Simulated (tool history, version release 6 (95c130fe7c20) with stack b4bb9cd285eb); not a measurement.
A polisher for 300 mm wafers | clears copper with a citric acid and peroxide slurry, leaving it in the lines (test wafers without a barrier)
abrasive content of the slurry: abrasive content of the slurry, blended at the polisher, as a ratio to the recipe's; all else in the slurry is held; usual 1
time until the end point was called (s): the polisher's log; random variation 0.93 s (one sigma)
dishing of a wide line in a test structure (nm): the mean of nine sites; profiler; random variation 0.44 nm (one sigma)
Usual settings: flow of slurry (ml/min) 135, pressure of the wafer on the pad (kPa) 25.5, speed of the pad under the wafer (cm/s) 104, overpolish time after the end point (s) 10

run    hour  flow of slurry (ml/min)  pressure of the wafer on the pad (kPa)  speed of the pad under the wafer (cm/s)  abrasive content of the slurry  overpolish time after the end point (s)  wafers since the last listed run  wafers polished on this pad  hours since the slurry nozzle was cleaned  hours since the head pressure was calibrated  hours since the slurry blender was calibrated  incoming thickness of the incoming film, nm  time until the end point was called (s)  dishing of a wide line in a test structure (nm)
  1       0                      135                                    25.5                                      104                               1                                       10                                 0                         2258                                      356.2                                         428.6                                          391.3                                        245.1                                    102.4                                             17.8
        7.5  -- slurry nozzle cleaned
       13.3  -- slurry blender recalibrated
  2    93.8                      135                                    25.5                                      104                               1                                       10                               928                         3186                                       86.3                                         522.4                                           80.5                                          253                                    100.8                                             18.4
      108.3  -- worn pad replaced by a new one
  3   128.7                      135                                    25.5                                      104                               1                                       10                               315                          208                                      121.2                                         557.3                                          115.4                                        250.3                                    101.4                                             18.6
  4   190.8                      135                                      20                                      104                               1                                       10                               634                          842                                      183.3                                         619.4                                          177.5                                        247.8                                      126                                             15.3
  5   255.2                      135                                      20                                      104                               1                                       10                               658                         1501                                      247.7                                         683.8                                          241.9                                        252.7                                    131.8                                             14.5
  6   321.3                      135                                    25.5                                      104                               1                                       10                               675                         2177                                      313.8                                         749.9                                            308                                        246.9                                    103.4                                             18.5
      331.7  -- slurry blender recalibrated
      384.4  -- worn pad replaced by a new one
  7   385.5                      135                                    25.5                                      104                               1                                       10                               594                           11                                        378                                         814.1                                           53.8                                        252.6                                    102.5                                             19.3
      421.2  -- slurry nozzle cleaned
  8     432                      135                                    25.5                                      104                               1                                       10                               465                          476                                       10.8                                         860.6                                          100.3                                        251.8                                    102.9                                             19.1
  9   484.5                      135                                    25.5                                      104                               1                                       10                               536                         1013                                       63.3                                         913.1                                          152.8                                        248.7                                    103.9                                             18.9
 10   529.8                      135                                    25.5                                      104                               1                                       10                               463                         1476                                      108.6                                         958.4                                          198.1                                        246.8                                    103.6                                             18.7
      549.6  -- head pressure recalibrated
 11   590.4                      135                                    25.5                                      104                               1                                       10                               599                         2075                                      169.2                                          40.8                                          258.7                                          250                                    107.2                                               18
 12     629                      135                                    25.5                                      104                               1                                       12                               394                         2469                                      207.8                                          79.4                                          297.3                                          251                                    106.2                                             21.7
 13   666.8                      135                                    25.5                                      104                               1                                       10                               386                         2856                                      245.6                                         117.2                                          335.1                                        250.3                                    106.9                                             18.4
        705  -- worn pad replaced by a new one
 14   707.6                      135                                    25.5                                       90                            0.85                                       15                               376                           26                                      286.4                                           158                                          375.9                                        250.1                                    125.6                                             21.7
      720.3  -- slurry blender recalibrated
 15   750.1                      165                                    25.5                                      104                             0.7                                        4                               414                          440                                      328.9                                         200.5                                           29.8                                        253.2                                    104.1                                                8
      793.1  -- slurry nozzle cleaned
 16   817.6                      135                                    32.4                                       86                               1                                       10                               679                         1120                                       24.5                                           268                                           97.3                                        250.5                                       99                                             19.4
 17   929.5                       95                                    17.9                                      104                             0.8                                        8                              1143                         2264                                      136.4                                         379.9                                          209.2                                        249.8                                    164.5                                              9.7
      983.3  -- worn pad replaced by a new one
 18   983.7                      150                                    19.3                                      104                             1.2                                       10                               513                            4                                      190.6                                         434.1                                          263.4                                        250.2                                    127.1                                             15.8
 19  1027.1                      135                                    25.5                                      104                            0.75                                       10                               443                          448                                        234                                         477.5                                          306.8                                        250.8                                    112.9                                             16.7
     1069.4  -- slurry blender recalibrated
 20  1074.6                      135                                    21.4                                      124                               1                                       10                               465                          913                                      281.5                                           525                                            5.2                                        251.2                                     97.8                                             19.3
 21  1100.4                      135                                    25.5                                      104                               1                                       10                               263                         1177                                      307.3                                         550.8                                             31                                        253.6                                    101.2                                             19.3
 22  1169.5                      135                                    29.6                                       78                               1                                       10                               706                         1883                                      376.4                                         619.9                                          100.1                                        251.3                                      120                                             16.7
 23  1202.8                      135                                    25.5                                      104                               1                                       10                               340                         2223                                      409.7                                         653.2                                          133.4                                        248.1                                    104.8                                             18.2
       1227  -- slurry nozzle cleaned
 24  1228.1                      135                                    25.5                                       78                               1                                       10                               248                         2472                                        1.1                                         678.5                                          158.7                                        248.3                                    139.4                                             14.1
       1270  -- worn pad replaced by a new one
 25  1279.6                      135                                      20                                      104                               1                                       10                               485                           98                                       52.6                                           730                                          210.2                                        248.3                                      129                                             14.9
 26  1321.8                      135                                    25.5                                       72                               1                                       10                               431                          529                                       94.8                                         772.2                                          252.4                                        249.1                                    150.9                                               13
 27  1389.9                      135                                    30.3                                      120                               1                                       10                               696                         1225                                      162.9                                         840.3                                          320.5                                        247.8                                     78.3                                             24.5

Forecast each of these 5 alternatives for the next run:
  A  1390.3                      135                                    25.5                                      104                               1                                       10                                 4                         1230                                      163.3                                         840.7                                          320.9                                        246.4                                        ?                                                ?
  B  1390.3                      145                                    25.5                                      104                             0.7                                       12                                 4                         1230                                      163.3                                         840.7                                          320.9                                        246.4                                        ?                                                ?
  C  1390.3                       90                                    25.5                                      104                               1                                        6                                 4                         1230                                      163.3                                         840.7                                          320.9                                        246.4                                        ?                                                ?
  D  1390.3                      135                                    25.5                                      130                               1                                       10                                 4                         1230                                      163.3                                         840.7                                          320.9                                        246.4                                        ?                                                ?
  E  1390.3                      135                                    20.7                                      104                               1                                       13                                 4                         1230                                      163.3                                         840.7                                          320.9                                        246.4                                        ?                                                ?

run  time until the end point was called (s)  dishing of a wide line in a test structure (nm)
  A                                    105.3                                             17.7
  B                                    111.4                                             19.8
  C                                    117.2                                              9.9
  D                                     84.6                                             21.5
  E                                    126.9                                             18.8
Without the tool's hidden state the same runs would have given:
run  time until the end point was called (s)  dishing of a wide line in a test structure (nm)
  A                                     96.1                                             19.2
  B                                    102.1                                             21.4
  C                                      107                                             10.8
  D                                     77.3                                             23.4
  E                                    115.9                                             20.4
